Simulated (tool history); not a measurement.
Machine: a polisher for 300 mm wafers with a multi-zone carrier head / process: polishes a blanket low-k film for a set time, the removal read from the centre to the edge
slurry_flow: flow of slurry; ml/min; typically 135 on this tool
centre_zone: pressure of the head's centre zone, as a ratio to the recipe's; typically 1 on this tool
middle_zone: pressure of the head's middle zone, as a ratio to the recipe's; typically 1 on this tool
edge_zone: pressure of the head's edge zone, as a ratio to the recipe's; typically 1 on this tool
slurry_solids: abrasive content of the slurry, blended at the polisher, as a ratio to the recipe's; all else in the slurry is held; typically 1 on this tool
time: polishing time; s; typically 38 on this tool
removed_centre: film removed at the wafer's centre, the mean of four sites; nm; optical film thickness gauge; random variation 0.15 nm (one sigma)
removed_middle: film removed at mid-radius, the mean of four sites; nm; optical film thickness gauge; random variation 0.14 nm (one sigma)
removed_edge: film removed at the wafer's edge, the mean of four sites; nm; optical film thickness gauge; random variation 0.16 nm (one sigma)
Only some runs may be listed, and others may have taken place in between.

run	hour	slurry_flow	centre_zone	middle_zone	edge_zone	slurry_solids	time	incoming thickness of the incoming film, nm	removed_centre	removed_middle	removed_edge
1	0	135	1	1	1	1	38	563.5	12.4	11.4	11.9
2	16.2	135	1	1	1	1	38	560.2	12.2	11.4	12
# hour 20.8: worn pad replaced by a new one
3	32.5	135	1	1	1	1	38	561.7	12	11.3	12
4	49.6	135	1	1	1	1	38	559.1	12.2	11.7	11.9
# hour 63.3: centre zone pressure recalibrated
5	81.7	135	1	1	1	1	38	560.3	12.8	11.4	11.8
6	105	135	1	1	1	1	38	559.5	12.9	11.4	11.7
7	121.6	135	1	1	1	0.8	38	553.5	11.7	10.2	10.6
8	134.7	110	1	1	0.89	1.15	38	560.1	12.9	11.6	11.7
# hour 141.1: worn pad replaced by a new one
# hour 155: carrier head's membrane replaced by a new one
9	166.9	135	1	1	0.92	1.1	38	563.7	13.4	12.1	11.9
10	179	135	1	1	1	1	38	566.6	13.2	11.5	11.6
# hour 192.2: centre zone pressure recalibrated, repeated, since the last time left the tool worse
11	214.8	135	1	1	1	1	38	568.1	11.6	11.5	11.4
12	237.6	135	1	0.96	1	0.75	43	570	11.2	10.9	11.3
13	260.9	115	1	1.05	1	1	50	554.2	14.7	15.1	15
# hour 281.5: worn pad replaced by a new one
14	286.8	135	1	1	1	1	38	563	11.7	11.5	11.7
15	321.9	90	1	1	1.05	1	38	559.8	10.4	10.2	11.5
16	337.3	175	1	1.11	1	1	38	557.1	12.7	12.9	12.2
17	351.7	135	1	0.96	1	0.75	38	564.4	10.2	9.7	10.1
18	375.8	135	0.95	1	1	1	38	560.2	11.2	11.4	11.9
19	408.7	135	0.92	1.08	1	1	38	560.8	10.8	12	11.9
# hour 433.1: worn pad replaced by a new one
20	435.2	135	0.96	0.92	1.1	1	33	558.1	9.8	9.3	10.7
21	449.6	135	1	1	1	1	35	556.9	10.8	10.4	10.9

Measured less the same run without the tool's hidden state. The same run-to-run variation is in both; the gauge's scatter may not be:
The hidden state here: removal rate lost through wear of the pad, %; slurry flow missing at the pad, %; deviation of the centre zone's pressure from its setpoint, %; deviation of the edge zone's pressure from its setpoint, %.
run	removed_centre
1	+0.8
2	+0.8
3	+0.8
4	+0.8
5	+1.6
6	+1.6
7	+1.5
8	+1.7
9	+1.8
10	+1.8
11	+0
12	+0.1
13	+0.2
14	+0.2
15	+0.3
16	+0.3
17	+0.3
18	+0.3
19	+0.4
20	+0.4
21	+0.4
removed_middle without the hidden state stays within 0.1 nm of what was measured, in all runs.
removed_edge: the difference is 0 for every run.
